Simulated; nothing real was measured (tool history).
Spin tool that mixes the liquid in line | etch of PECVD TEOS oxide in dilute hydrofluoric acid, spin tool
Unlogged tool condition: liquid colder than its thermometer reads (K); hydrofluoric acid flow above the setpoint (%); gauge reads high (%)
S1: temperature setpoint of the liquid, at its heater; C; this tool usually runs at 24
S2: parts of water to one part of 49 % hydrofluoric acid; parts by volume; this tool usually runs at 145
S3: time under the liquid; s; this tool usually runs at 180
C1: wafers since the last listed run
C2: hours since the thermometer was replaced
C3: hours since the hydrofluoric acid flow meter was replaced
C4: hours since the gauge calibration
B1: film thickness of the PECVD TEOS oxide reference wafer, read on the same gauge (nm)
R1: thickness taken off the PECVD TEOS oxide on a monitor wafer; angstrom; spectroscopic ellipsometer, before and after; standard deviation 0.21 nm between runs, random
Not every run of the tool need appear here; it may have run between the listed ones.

run,day,S1,S2,S3,C1,C2,C3,C4,B1,R1
1,0,24,145,180,0,69.3,96.2,475.6,90.03,240.8
2,7.333,24,145,180,1570,245.3,272.2,651.6,90,239.7
3,8.621,24,145,180,275,276.2,303.1,682.5,89.97,239.8
4,11.588,24,145,180,635,347.4,374.3,753.7,89.96,244.6
5,13.988,24,145,180,513,405,431.9,811.3,90.04,247.1
6,16.583,24,145,180,555,467.3,494.2,873.6,90.02,246.2
7,19.383,24,145,180,599,534.5,561.4,940.8,89.99,250.5
8,20.762,24,145,130,295,567.6,594.5,973.9,90.01,180.3
9,22.504,24,175,180,372,609.4,636.3,1015.7,89.97,200.2
10,23.621,24,145,180,239,636.2,663.1,1042.5,89.99,252.3
11,25.567,24,145,180,416,682.9,709.8,1089.2,89.99,250.2
12,28.246,24,145,180,573,747.2,774.1,1153.5,90.01,248.8
13,29.783,24,145,180,329,784.1,811,1190.4,90,253.4
14,32.404,24,125,180,561,847,873.9,1253.3,90,300.5
# day 33.196: gauge calibrated
15,35.154,20.5,165,135,588,913,939.9,47,90,144.5
16,39.321,24,105,180,892,1013,1039.9,147,89.98,366.8
17,41.3,24,145,180,423,1060.5,1087.4,194.5,89.99,255.2
18,42.792,24,95,180,319,1096.3,1123.2,230.3,90,415.3

Run 19, settings as shown, results not yet in. Your forecast:
# day 43.058: hydrofluoric acid flow meter replaced
19,44.008,25.5,195,85,251,1125.5,22.8,259.5,?,?

B1: 89.99
R1: 82.7 angstrom
Had the tool carried no hidden state, the very same run would have given R1 82.4 angstrom.

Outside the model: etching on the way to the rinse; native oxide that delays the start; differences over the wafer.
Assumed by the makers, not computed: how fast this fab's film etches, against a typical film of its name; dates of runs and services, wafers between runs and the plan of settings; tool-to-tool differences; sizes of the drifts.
